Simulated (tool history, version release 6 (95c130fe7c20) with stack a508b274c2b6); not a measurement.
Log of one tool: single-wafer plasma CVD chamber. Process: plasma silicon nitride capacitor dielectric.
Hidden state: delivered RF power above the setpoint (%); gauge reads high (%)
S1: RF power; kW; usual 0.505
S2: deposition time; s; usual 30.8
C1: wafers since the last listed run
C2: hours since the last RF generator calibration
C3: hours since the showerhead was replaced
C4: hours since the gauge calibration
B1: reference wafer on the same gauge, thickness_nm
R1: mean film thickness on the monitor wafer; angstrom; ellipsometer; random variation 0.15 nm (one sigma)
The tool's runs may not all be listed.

run	hour	S1	S2	C1	C2	C3	C4	B1	R1
1	0.0	0.505	30.8	0	1606.1	6401.7	567.1	45.112	463.02
2	69.6	0.505	30.8	979	1675.7	6471.3	636.7	45.174	462.94
3	115.7	0.505	30.8	648	1721.8	6517.4	682.8	45.230	460.32
4	183.9	0.505	30.8	959	1790.0	6585.6	751.0	45.199	463.50
5	296.9	0.560	30.8	1589	1903.0	6698.6	864.0	45.228	473.76
6	373.9	0.560	30.8	1083	1980.0	6775.6	941.0	45.229	472.05
7	458.1	0.560	30.8	1184	2064.2	6859.8	1025.2	45.255	472.61
8	540.8	0.505	30.8	1163	2146.9	6942.5	1107.9	45.138	462.11
9	636.2	0.505	30.8	1342	2242.3	7037.9	1203.3	45.204	462.15
10	673.4	0.505	27.8	523	2279.5	7075.1	1240.5	45.206	416.89
11	751.1	0.505	27.8	1093	2357.2	7152.8	1318.2	45.173	413.92
# hour 829.0: showerhead replaced
12	850.5	0.505	30.8	1285	2456.6	21.5	1417.6	45.182	460.94
13	950.9	0.505	30.8	1412	2557.0	121.9	1518.0	45.195	460.20
14	1041.1	0.505	30.8	1268	2647.2	212.1	1608.2	45.184	460.49
# hour 1085.3: RF generator calibrated
15	1130.4	0.415	34.5	1143	45.1	301.4	1697.5	45.209	489.11
# hour 1259.1: gauge calibrated
16	1404.8	0.415	32.9	3860	319.5	575.8	145.7	45.278	468.53
17	1459.8	0.580	27.4	773	374.5	630.8	200.7	45.262	416.02
# hour 1469.3: RF generator calibrated, repeated, since the last time left the tool worse
18	1509.5	0.425	30.8	586	40.2	680.5	250.4	45.205	450.83

Forecast run 19:
19	1606.3	0.435	25.0	1361	137.0	777.3	347.2	?	?

B1: 45.207
R1: 365.53 angstrom
Without the tool's hidden state the same run would have given R1 365.88 angstrom.

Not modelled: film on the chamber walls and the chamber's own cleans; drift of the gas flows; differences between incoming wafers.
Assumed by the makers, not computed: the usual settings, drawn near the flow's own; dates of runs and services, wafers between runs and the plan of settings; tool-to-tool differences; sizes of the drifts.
